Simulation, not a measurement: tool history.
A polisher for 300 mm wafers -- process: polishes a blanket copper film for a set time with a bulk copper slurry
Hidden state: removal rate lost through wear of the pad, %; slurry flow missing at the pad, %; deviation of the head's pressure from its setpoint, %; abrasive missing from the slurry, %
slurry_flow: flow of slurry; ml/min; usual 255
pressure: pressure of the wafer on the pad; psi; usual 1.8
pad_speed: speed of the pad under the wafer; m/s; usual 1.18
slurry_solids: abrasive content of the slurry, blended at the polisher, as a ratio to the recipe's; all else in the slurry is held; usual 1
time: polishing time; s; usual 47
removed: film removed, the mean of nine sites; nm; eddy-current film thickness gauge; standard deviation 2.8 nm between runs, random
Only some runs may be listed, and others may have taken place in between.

run	hour	slurry_flow	pressure	pad_speed	slurry_solids	time	wafers since the last listed run	wafers polished on this pad	hours since the slurry nozzle was cleaned	hours since the head pressure was calibrated	hours since the slurry blender was calibrated	incoming thickness of the incoming film, nm	removed
1	0	255	1.8	1.18	1	47	0	2445	18.6	457.1	83.6	4359.5	296.9
2	63.6	255	1.8	1.18	1	47	572	3018	82.2	520.7	147.2	4389.6	291.8
# hour 91: worn pad replaced by a new one
# hour 112.9: head pressure recalibrated
3	125.5	255	1.8	1.18	1	47	503	292	144.1	12.6	209.1	4414.1	301.8
4	167.8	255	1.8	1.06	1	47	380	673	186.4	54.9	251.4	4438.8	271.7
5	208.5	255	1.8	1.06	1	47	366	1039	227.1	95.6	292.1	4407.7	271.5
6	271.6	285	1.8	1.18	1	47	568	1607	290.2	158.7	355.2	4453.4	306.1
# hour 288: slurry blender recalibrated
7	338.6	255	1.8	1.18	1	47	585	2193	357.2	225.7	50.6	4359.4	296.8
8	398.6	255	2.2	1.46	1	47	540	2733	417.2	285.7	110.6	4408.4	441.4
9	424.7	255	1.8	1.38	1	35	235	2968	443.3	311.8	136.7	4412	255.1
10	464.8	255	1.4	1.18	1	47	361	3329	483.4	351.9	176.8	4462.9	233.6
11	533.1	255	2.1	1.18	1	47	615	3944	551.7	420.2	245.1	4383.8	334
# hour 567.5: worn pad replaced by a new one
12	664.3	255	2.1	1.18	1	47	1145	871	682.9	551.4	376.3	4383.7	349.5
# hour 671.8: head pressure recalibrated
# hour 701.1: slurry nozzle cleaned
13	736.2	255	1.8	1.18	1	47	620	1491	35.1	64.4	448.2	4441.5	298.4
# hour 754.4: slurry blender recalibrated
14	804.5	255	1.8	1.18	1	47	597	2088	103.4	132.7	50.1	4358.3	297.1
15	847.9	255	1.8	1.18	1	47	390	2479	146.8	176.1	93.5	4411.7	298
16	890.9	255	2.3	1	1	47	387	2866	189.8	219.1	136.5	4410	314.6
17	946.1	255	1.8	1.18	1	51	497	3363	245	274.3	191.7	4409.8	315.3
# hour 971.9: worn pad replaced by a new one
18	1075.4	255	1.8	1.18	1	47	1128	931	374.3	403.6	321	4391.1	300.1
19	1124.1	255	1.3	0.94	1.2	62	438	1370	423	452.3	369.7	4307.1	245.3
20	1166.8	290	1.5	1.02	1	62	384	1754	465.7	495	412.4	4328.9	296
# hour 1198.4: slurry blender recalibrated
# hour 1232.2: head pressure recalibrated
21	1237.9	255	1.8	1.18	1	61	604	2359	536.8	5.7	39.5	4414.9	388.9
22	1302.4	295	2	1.42	1	47	580	2940	601.3	70.2	104	4418.1	401.1
# hour 1326.8: slurry nozzle cleaned
23	1371.6	255	1.3	0.94	1.2	62	614	3554	44.8	139.4	173.2	4417.3	234.4
# hour 1380.4: worn pad replaced by a new one
24	1437.1	255	1.8	1.18	1	42	553	510	110.3	204.9	238.7	4356.7	270.8
25	1486.9	255	2	1.48	0.75	37	448	959	160.1	254.7	288.5	4462	311.6
26	1558.6	255	1.8	1.18	1	34	645	1604	231.8	326.4	360.2	4374.2	214.8
27	1597.3	255	1.5	1.18	1	47	348	1953	270.5	365.1	398.9	4421.5	252.2
# hour 1642.7: slurry blender recalibrated
28	1645.5	200	1.8	1.58	1	47	416	2369	318.7	413.3	2.8	4387.2	383.2
29	1707.5	200	1.2	1.18	1	47	558	2927	380.7	475.3	64.8	4408.7	202.8
# hour 1768.2: worn pad replaced by a new one
30	1773.4	335	2.3	1.06	1	53	557	47	446.6	541.2	130.7	4434	397.4

Consider 4 possible next runs. They are alternatives, not a sequence: every one starts from the tool as it was left by run 30. What does each give?
A	1773.8	255	1.8	1.18	1	47	3	50	447	541.6	131.1	4400.9	?
B	1773.8	255	2.3	1.18	1.25	47	3	50	447	541.6	131.1	4400.9	?
C	1773.8	215	1.8	1.18	1	47	3	50	447	541.6	131.1	4400.9	?
D	1773.8	255	1.8	1.18	1	60	3	50	447	541.6	131.1	4400.9	?

run	removed
A	303.4
B	392.2
C	297.9
D	387.3
What these runs would have given with no unlogged condition in the tool:
run	removed
A	304.1
B	393.1
C	298.6
D	388.2
